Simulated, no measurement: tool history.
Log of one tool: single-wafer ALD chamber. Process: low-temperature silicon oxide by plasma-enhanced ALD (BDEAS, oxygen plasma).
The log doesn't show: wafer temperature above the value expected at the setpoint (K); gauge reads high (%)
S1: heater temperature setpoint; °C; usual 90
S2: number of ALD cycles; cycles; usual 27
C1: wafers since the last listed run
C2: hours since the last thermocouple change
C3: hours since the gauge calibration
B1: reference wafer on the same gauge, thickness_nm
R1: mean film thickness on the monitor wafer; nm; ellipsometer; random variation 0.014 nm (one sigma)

run	hour	S1	S2	C1	C2	C3	B1	R1
1	0	90	27	0	657.7	1488.1	3.801	3.877
2	88.9	90	27	799	746.6	1577	3.797	3.868
3	171.3	90	27	741	829	1659.4	3.803	3.881
4	495.1	90	27	2913	1152.8	1983.2	3.799	3.864
5	708	90	27	1915	1365.7	2196.1	3.801	3.874
6	811.4	90	27	930	1469.1	2299.5	3.793	3.842
7	881	90	27	626	1538.7	2369.1	3.797	3.838
8	970.7	90	27	807	1628.4	2458.8	3.805	3.847
9	1024.6	90	27	484	1682.3	2512.7	3.796	3.854
10	1100.9	90	27	686	1758.6	2589	3.802	3.848
11	1185.8	90	27	763	1843.5	2673.9	3.795	3.852
12	1283.9	90	27	882	1941.6	2772	3.801	3.836
13	1337.9	90	27	485	1995.6	2826	3.804	3.848
14	1384.5	90	27	419	2042.2	2872.6	3.801	3.845
15	1459.4	90	27	673	2117.1	2947.5	3.8	3.806
16	1563.7	90	25	938	2221.4	3051.8	3.803	3.518
17	1600.5	90	26	331	2258.2	3088.6	3.802	3.692
18	1646	94	27	409	2303.7	3134.1	3.797	3.77
# hour 1647.6: gauge calibrated
# hour 1689.6: thermocouple changed; heater temperature recalibrated
19	1741.7	94	27	789	52.1	94.1	3.797	3.836
20	1797.3	90	27	500	107.7	149.7	3.801	3.91
21	1857.2	78	27	538	167.6	209.6	3.794	4.038
22	1928.4	90	24	640	238.8	280.8	3.798	3.457
23	1973.9	100	31	409	284.3	326.3	3.792	4.338
24	2069	90	27	855	379.4	421.4	3.803	3.861
25	2162.6	98	30	842	473	515	3.804	4.203
26	2205.1	85	25	382	515.5	557.5	3.794	3.654
27	2244.6	90	24	355	555	597	3.798	3.453
28	2317.1	97	24	652	627.5	669.5	3.803	3.366
29	2354.4	90	27	335	664.8	706.8	3.799	3.872
30	2410.1	90	27	501	720.5	762.5	3.804	3.865
31	2448.9	84	30	349	759.3	801.3	3.801	4.384
32	2546.6	83	27	879	857	899	3.8	3.965
33	2650.8	95	27	937	961.2	1003.2	3.798	3.803
34	2739.4	101	32	797	1049.8	1091.8	3.801	4.436
35	2828.1	83	32	798	1138.5	1180.5	3.798	4.658
36	2881.6	90	27	481	1192	1234	3.8	3.865
37	2918.1	90	27	328	1228.5	1270.5	3.8	3.873
38	3013.1	99	24	854	1323.5	1365.5	3.8	3.338

Forecast each of these 3 alternatives for the next run:
A	3013.5	104	27	3	1323.9	1365.9	?	?
B	3013.5	96	27	3	1323.9	1365.9	?	?
C	3013.5	90	31	3	1323.9	1365.9	?	?

run	B1	R1
A	3.8	3.72
B	3.8	3.791
C	3.8	4.434
Without the tool's hidden state the same runs would have given:
run	R1
A	3.73
B	3.809
C	4.455

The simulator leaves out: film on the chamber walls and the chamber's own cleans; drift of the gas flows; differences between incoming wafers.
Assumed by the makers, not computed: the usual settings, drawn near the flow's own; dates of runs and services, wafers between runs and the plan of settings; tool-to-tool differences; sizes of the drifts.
